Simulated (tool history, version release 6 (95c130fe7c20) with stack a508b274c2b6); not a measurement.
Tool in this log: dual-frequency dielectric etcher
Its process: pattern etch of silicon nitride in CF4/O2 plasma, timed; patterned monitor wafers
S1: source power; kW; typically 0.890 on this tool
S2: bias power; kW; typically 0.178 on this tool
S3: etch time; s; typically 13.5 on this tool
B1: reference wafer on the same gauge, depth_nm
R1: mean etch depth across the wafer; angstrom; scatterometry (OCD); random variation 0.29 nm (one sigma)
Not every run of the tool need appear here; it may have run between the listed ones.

run    hour     S1     S2    S3     B1     R1
  1     0.0  0.890  0.178  12.5  50.33  406.5
  2    66.6  0.890  0.178  12.5  50.62  411.8
  3   140.3  0.890  0.178  12.0  50.47  386.8
  4   236.4  0.890  0.178  12.0  50.69  389.7
  5   317.8  0.890  0.178  12.0  50.40  386.1
  6   409.0  0.890  0.178  13.5  50.43  434.5
      433.4  -- wet clean of the chamber
  7   486.3  0.890  0.178  13.5  50.66  436.5
  8   554.3  0.890  0.178  13.5  50.56  435.2
  9   628.1  1.050  0.178  13.5  50.33  511.9
 10   670.5  1.050  0.178  13.5  50.48  514.1
      891.1  -- wet clean of the chamber
      910.3  -- bias power generator calibrated
      916.7  -- source power generator calibrated
 11   959.9  0.890  0.178  13.5  50.65  452.9
 12  1012.5  0.890  0.178  13.5  50.53  450.6
 13  1113.9  0.890  0.178  14.5  50.58  481.9
     1143.6  -- upper electrode replaced
 14  1200.2  0.890  0.192  13.5  50.47  453.4
     1204.4  -- gauge calibrated
 15  1298.7  1.050  0.215  15.0  50.32  610.3
 16  1353.4  0.970  0.178  16.0  50.52  579.0
 17  1393.2  0.710  0.194  11.5  50.42  307.2
     1443.9  -- wet clean of the chamber
 18  1444.4  0.720  0.160  15.5  50.50  399.1
 19  1519.8  0.890  0.178  13.5  50.52  450.7
 20  1583.5  0.970  0.215  12.5  50.46  472.4
 21  1673.5  0.890  0.178  13.5  50.65  442.4
 22  1746.9  0.810  0.137  15.5  50.59  431.0
 23  1816.2  0.890  0.178  13.5  50.64  435.7
 24  1866.4  0.890  0.178  13.5  50.48  437.6
     1931.0  -- wet clean of the chamber
 25  1963.9  1.060  0.178  10.0  50.56  385.2
 26  2046.5  0.890  0.220  16.0  50.51  542.7
 27  2126.9  0.890  0.178  13.5  50.58  434.4
 28  2165.4  1.020  0.200  15.5  50.44  591.3

Here are 5 independent what-if runs from the current tool condition. What would each one return?
  A  2165.8  0.700  0.178  13.5   ?   ?
  B  2165.8  0.990  0.162  11.5   ?   ?
  C  2165.8  0.890  0.145  11.0   ?   ?
  D  2165.8  0.790  0.157  12.0   ?   ?
  E  2165.8  0.890  0.212  15.0   ?   ?

run     B1     R1
  A  50.57  337.9
  B  50.57  407.6
  C  50.57  340.4
  D  50.57  332.9
  E  50.57  508.0
Without the tool's unlogged condition, the same runs would have read:
run     R1
  A  349.4
  B  421.4
  C  352.0
  D  344.2
  E  525.2
